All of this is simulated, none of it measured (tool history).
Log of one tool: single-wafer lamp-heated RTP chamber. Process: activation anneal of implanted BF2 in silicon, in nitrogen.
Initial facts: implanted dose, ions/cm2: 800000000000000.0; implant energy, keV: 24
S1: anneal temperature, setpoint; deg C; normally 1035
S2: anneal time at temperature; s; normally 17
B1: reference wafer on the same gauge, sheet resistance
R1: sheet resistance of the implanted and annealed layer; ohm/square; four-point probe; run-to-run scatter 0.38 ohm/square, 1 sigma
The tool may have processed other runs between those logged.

run	hour	S1	S2	B1	R1
1	0	1035	17	159.11	172.74
2	55.3	1035	17	159.09	172.12
3	160.4	1035	17	158.93	171.85
4	261.7	1035	17	158.96	171.95
5	343.4	1035	17	158.89	171.11
6	399.6	1035	22	159.07	168.39
7	440.4	1035	17	159.07	172
8	518.7	1022	10	158.92	184.4
9	624.7	1035	21	158.97	168.4
10	689.2	1035	17	159.06	170.15
11	760.4	1005	21	158.94	188.03
12	827.7	1035	13	158.98	176.73
13	907.4	1035	14	159.02	174.63
14	972.5	1061	21	159.08	159.77
15	1025.9	1059	7	158.96	171.68

Missing from the log above: 3 entries noted between runs. For each, name the pair of listed runs it sits between and say how the tool's hidden condition differs from the listed run just before to the listed run just after:
After run 8, before run 9: gauge calibrated (hour 545.4)
  wafer temperature error from the tarnished reflector plate, K: 5.4 -> 6.33
  measured result minus the result with no hidden state, R1: -3.4 -> -2.64 ohm/square
After run 10, before run 11: pyrometer window cleaned and pyrometer calibrated (hour 707.1); reflector plate cleaned (hour 759.9)
  wafer temperature error from the tarnished reflector plate, K: 6.9 -> 0.646
  measured result minus the result with no hidden state, R1: -3.08 -> -0.51 ohm/square

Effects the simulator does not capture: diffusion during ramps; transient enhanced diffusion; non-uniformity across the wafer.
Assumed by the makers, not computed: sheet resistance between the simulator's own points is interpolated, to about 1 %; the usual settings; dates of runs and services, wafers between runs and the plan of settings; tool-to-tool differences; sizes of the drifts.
